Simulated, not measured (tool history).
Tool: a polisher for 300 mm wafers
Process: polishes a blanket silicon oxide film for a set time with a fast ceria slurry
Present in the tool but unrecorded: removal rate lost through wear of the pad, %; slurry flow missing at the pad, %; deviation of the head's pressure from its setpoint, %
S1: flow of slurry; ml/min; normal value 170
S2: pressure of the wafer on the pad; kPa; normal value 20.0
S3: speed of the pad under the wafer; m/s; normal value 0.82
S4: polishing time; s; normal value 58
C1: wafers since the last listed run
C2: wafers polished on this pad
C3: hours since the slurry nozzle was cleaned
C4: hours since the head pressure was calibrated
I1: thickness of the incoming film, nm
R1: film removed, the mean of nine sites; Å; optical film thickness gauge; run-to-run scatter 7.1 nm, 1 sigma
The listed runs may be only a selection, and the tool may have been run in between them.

{"run": 1, "hour": 0.0, "S1": 170, "S2": 20.0, "S3": 0.82, "S4": 49, "C1": 0, "C2": 262, "C3": 139.2, "C4": 930.2, "I1": 3747.4, "R1": 7712}
{"run": 2, "hour": 67.5, "S1": 170, "S2": 20.0, "S3": 0.82, "S4": 49, "C1": 1049, "C2": 1311, "C3": 206.7, "C4": 997.7, "I1": 3701.1, "R1": 7614}
{"run": 3, "hour": 197.6, "S1": 170, "S2": 20.0, "S3": 0.82, "S4": 49, "C1": 2022, "C2": 3333, "C3": 336.8, "C4": 1127.8, "I1": 3764.0, "R1": 7471}
{"hour": 248.1, "done": "worn pad replaced by a new one"}
{"run": 4, "hour": 325.5, "S1": 170, "S2": 22.8, "S3": 0.82, "S4": 58, "C1": 1925, "C2": 1203, "C3": 464.7, "C4": 1255.7, "I1": 3792.0, "R1": 10186}
{"run": 5, "hour": 373.5, "S1": 170, "S2": 22.8, "S3": 0.82, "S4": 58, "C1": 746, "C2": 1949, "C3": 512.7, "C4": 1303.7, "I1": 3801.2, "R1": 10054}
{"run": 6, "hour": 468.0, "S1": 170, "S2": 22.8, "S3": 0.82, "S4": 58, "C1": 1468, "C2": 3418, "C3": 607.2, "C4": 1398.2, "I1": 3800.9, "R1": 9999}
{"hour": 483.8, "done": "worn pad replaced by a new one"}
{"run": 7, "hour": 495.8, "S1": 155, "S2": 20.0, "S3": 0.7, "S4": 58, "C1": 369, "C2": 186, "C3": 635.0, "C4": 1426.0, "I1": 3767.2, "R1": 7769}
{"run": 8, "hour": 523.4, "S1": 170, "S2": 20.0, "S3": 0.82, "S4": 58, "C1": 429, "C2": 615, "C3": 662.6, "C4": 1453.6, "I1": 3730.0, "R1": 9063}
{"run": 9, "hour": 549.7, "S1": 170, "S2": 20.0, "S3": 0.82, "S4": 58, "C1": 408, "C2": 1024, "C3": 688.9, "C4": 1479.9, "I1": 3723.1, "R1": 9050}
{"run": 10, "hour": 575.8, "S1": 135, "S2": 22.1, "S3": 0.64, "S4": 74, "C1": 405, "C2": 1429, "C3": 715.0, "C4": 1506.0, "I1": 3700.5, "R1": 9382}
{"hour": 645.4, "done": "head pressure recalibrated"}
{"hour": 680.3, "done": "slurry nozzle cleaned"}
{"hour": 691.3, "done": "worn pad replaced by a new one"}
{"run": 11, "hour": 735.6, "S1": 170, "S2": 20.0, "S3": 0.82, "S4": 58, "C1": 2375, "C2": 688, "C3": 55.3, "C4": 90.2, "I1": 3753.7, "R1": 9182}
{"run": 12, "hour": 798.3, "S1": 170, "S2": 20.0, "S3": 0.82, "S4": 58, "C1": 974, "C2": 1663, "C3": 118.0, "C4": 152.9, "I1": 3774.2, "R1": 9007}
{"run": 13, "hour": 829.7, "S1": 170, "S2": 24.8, "S3": 0.82, "S4": 58, "C1": 488, "C2": 2151, "C3": 149.4, "C4": 184.3, "I1": 3811.1, "R1": 10706}
{"run": 14, "hour": 885.1, "S1": 195, "S2": 20.0, "S3": 0.58, "S4": 58, "C1": 861, "C2": 3012, "C3": 204.8, "C4": 239.7, "I1": 3721.3, "R1": 6387}
{"run": 15, "hour": 929.9, "S1": 130, "S2": 20.0, "S3": 0.82, "S4": 72, "C1": 696, "C2": 3708, "C3": 249.6, "C4": 284.5, "I1": 3740.0, "R1": 10413}
{"hour": 937.5, "done": "worn pad replaced by a new one"}
{"run": 16, "hour": 998.0, "S1": 170, "S2": 20.0, "S3": 0.82, "S4": 71, "C1": 996, "C2": 940, "C3": 317.7, "C4": 352.6, "I1": 3791.0, "R1": 11340}
{"run": 17, "hour": 1061.3, "S1": 170, "S2": 20.0, "S3": 0.82, "S4": 58, "C1": 983, "C2": 1924, "C3": 381.0, "C4": 415.9, "I1": 3754.5, "R1": 9057}
{"run": 18, "hour": 1100.5, "S1": 170, "S2": 13.8, "S3": 0.82, "S4": 58, "C1": 609, "C2": 2533, "C3": 420.2, "C4": 455.1, "I1": 3769.8, "R1": 6794}
{"hour": 1153.2, "done": "worn pad replaced by a new one"}
{"run": 19, "hour": 1167.5, "S1": 200, "S2": 20.0, "S3": 0.54, "S4": 58, "C1": 979, "C2": 222, "C3": 487.2, "C4": 522.1, "I1": 3743.9, "R1": 6293}

For some of the steps in R1 from one run to the next: how much would appear even if the tool had no hidden state, given the settings, what came in and random variation, and how much remains for the hidden state plus any gauge scatter that the measured result and the result without hidden state don't share?
Run 13 -> 14: S1 170 -> 195, S2 24.8 -> 20.0, S3 0.82 -> 0.58. R1 -4319 Å: hidden state -2, all else -4317.
Run 15 -> 16: S1 130 -> 170, S4 72 -> 71, worn pad replaced by a new one. R1 +927 Å: hidden state +421, all else +506.
